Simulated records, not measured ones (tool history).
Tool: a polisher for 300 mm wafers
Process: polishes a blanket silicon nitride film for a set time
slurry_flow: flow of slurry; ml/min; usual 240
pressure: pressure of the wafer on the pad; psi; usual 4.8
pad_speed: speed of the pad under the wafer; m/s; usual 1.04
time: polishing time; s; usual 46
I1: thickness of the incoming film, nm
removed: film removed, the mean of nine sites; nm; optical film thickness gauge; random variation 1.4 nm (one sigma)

{"run": 1, "hour": 0.0, "slurry_flow": 240, "pressure": 4.8, "pad_speed": 1.04, "time": 46, "I1": 507.1, "removed": 98.9}
{"run": 2, "hour": 13.1, "slurry_flow": 240, "pressure": 4.8, "pad_speed": 1.04, "time": 46, "I1": 510.8, "removed": 100.1}
{"run": 3, "hour": 47.9, "slurry_flow": 240, "pressure": 4.8, "pad_speed": 1.04, "time": 46, "I1": 517.2, "removed": 100.3}
{"hour": 64.1, "done": "worn pad replaced by a new one"}
{"run": 4, "hour": 125.1, "slurry_flow": 240, "pressure": 5.6, "pad_speed": 1.04, "time": 46, "I1": 508.8, "removed": 114.8}
{"hour": 135.3, "done": "worn pad replaced by a new one"}
{"run": 5, "hour": 142.7, "slurry_flow": 240, "pressure": 5.6, "pad_speed": 1.04, "time": 46, "I1": 513.0, "removed": 111.4}
{"hour": 154.6, "done": "slurry nozzle cleaned"}
{"run": 6, "hour": 156.9, "slurry_flow": 240, "pressure": 4.8, "pad_speed": 1.04, "time": 46, "I1": 511.8, "removed": 102.6}
{"run": 7, "hour": 177.8, "slurry_flow": 240, "pressure": 4.8, "pad_speed": 1.04, "time": 46, "I1": 510.1, "removed": 101.4}
{"run": 8, "hour": 213.4, "slurry_flow": 240, "pressure": 4.8, "pad_speed": 1.04, "time": 46, "I1": 516.5, "removed": 99.9}
{"hour": 228.0, "done": "worn pad replaced by a new one"}
{"run": 9, "hour": 228.5, "slurry_flow": 240, "pressure": 4.8, "pad_speed": 1.04, "time": 46, "I1": 505.1, "removed": 102.4}
{"run": 10, "hour": 261.1, "slurry_flow": 240, "pressure": 4.8, "pad_speed": 1.04, "time": 46, "I1": 513.3, "removed": 101.5}
{"hour": 274.0, "done": "head pressure recalibrated"}
{"run": 11, "hour": 277.2, "slurry_flow": 240, "pressure": 5.8, "pad_speed": 1.04, "time": 57, "I1": 512.9, "removed": 142.6}
{"run": 12, "hour": 293.1, "slurry_flow": 195, "pressure": 4.8, "pad_speed": 0.8, "time": 46, "I1": 509.7, "removed": 86.7}
{"hour": 313.4, "done": "worn pad replaced by a new one"}
{"run": 13, "hour": 313.9, "slurry_flow": 240, "pressure": 4.8, "pad_speed": 1.04, "time": 59, "I1": 514.5, "removed": 127.1}
{"run": 14, "hour": 329.3, "slurry_flow": 195, "pressure": 4.8, "pad_speed": 1.04, "time": 46, "I1": 508.3, "removed": 98.9}
{"run": 15, "hour": 350.5, "slurry_flow": 240, "pressure": 4.0, "pad_speed": 1.04, "time": 46, "I1": 507.1, "removed": 89.2}
{"run": 16, "hour": 366.9, "slurry_flow": 240, "pressure": 4.8, "pad_speed": 1.04, "time": 46, "I1": 506.5, "removed": 102.6}
{"run": 17, "hour": 394.0, "slurry_flow": 240, "pressure": 4.8, "pad_speed": 1.38, "time": 41, "I1": 504.2, "removed": 103.9}
{"hour": 399.3, "done": "worn pad replaced by a new one"}
{"run": 18, "hour": 417.1, "slurry_flow": 240, "pressure": 4.8, "pad_speed": 1.04, "time": 46, "I1": 507.7, "removed": 102.6}

4 ways to go on from here, each from the tool as it stands after run 18. What would each give?
{"run": "A", "hour": 417.5, "slurry_flow": 240, "pressure": 4.8, "pad_speed": 1.32, "time": 46, "I1": 512.8, "removed": "?"}
{"run": "B", "hour": 417.5, "slurry_flow": 175, "pressure": 4.8, "pad_speed": 1.24, "time": 46, "I1": 512.8, "removed": "?"}
{"run": "C", "hour": 417.5, "slurry_flow": 240, "pressure": 4.3, "pad_speed": 0.92, "time": 52, "I1": 512.8, "removed": "?"}
{"run": "D", "hour": 417.5, "slurry_flow": 180, "pressure": 4.0, "pad_speed": 1.16, "time": 32, "I1": 512.8, "removed": "?"}

run=A removed=113.2
run=B removed=104.2
run=C removed=97.1
run=D removed=62.1
Without the tool's hidden state the same runs would have given:
run=A removed=113.2
run=B removed=104.2
run=C removed=97.1
run=D removed=62.1

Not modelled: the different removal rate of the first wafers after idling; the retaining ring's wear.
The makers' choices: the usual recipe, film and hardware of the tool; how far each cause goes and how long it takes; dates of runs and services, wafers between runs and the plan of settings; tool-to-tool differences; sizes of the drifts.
